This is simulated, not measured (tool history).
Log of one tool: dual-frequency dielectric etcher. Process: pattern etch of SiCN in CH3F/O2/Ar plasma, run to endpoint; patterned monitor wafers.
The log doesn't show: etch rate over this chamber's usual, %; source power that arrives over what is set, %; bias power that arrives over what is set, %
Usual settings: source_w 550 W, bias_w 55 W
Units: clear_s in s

run,hour,source_w,bias_w,wafers since the last listed run,hours since the last wet clean,hours since the last source power generator calibration,hours since the last bias power generator calibration,hours since the last upper electrode change,"incoming incoming film thickness, nm",clear_s
1,0,590,55,0,182.1,4572,2129.3,4225.5,10.64,25.1
2,43.5,590,55,364,225.6,4615.5,2172.8,4269,10.86,25.6
3,108.5,550,64,544,290.6,4680.5,2237.8,4334,10.72,24.9
4,167.3,550,64,492,349.4,4739.3,2296.6,4392.8,10.75,24.9
5,191.8,440,60,205,373.9,4763.8,2321.1,4417.3,10.79,27.9
6,250.1,590,64,488,432.2,4822.1,2379.4,4475.6,10.76,23.8
7,275.1,550,55,209,457.2,4847.1,2404.4,4500.6,10.84,25.7
# hour 299.3: wet clean of the chamber
8,332.1,550,55,276,32.8,4904.1,2461.4,4557.6,10.87,27.2
9,382.1,550,55,418,82.8,4954.1,2511.4,4607.6,10.82,26.9
# hour 500.7: source power generator calibrated
10,554.8,550,55,1412,255.5,54.1,2684.1,4780.3,10.73,26.1
# hour 591: upper electrode replaced
11,602.8,550,55,200,303.5,102.1,2732.1,11.8,10.77,25.8
12,642,550,55,328,342.7,141.3,2771.3,51,10.85,26.2
13,678.5,610,55,305,379.2,177.8,2807.8,87.5,10.73,24.3
14,734.3,420,59,467,435,233.6,2863.6,143.3,10.77,28

The next listed run, before its measurement:
15,800.7,680,42,556,501.4,300,2930,209.7,10.8,?

clear_s: 25.2 s
Without the tool's hidden state the same run would have given clear_s 26.3 s.
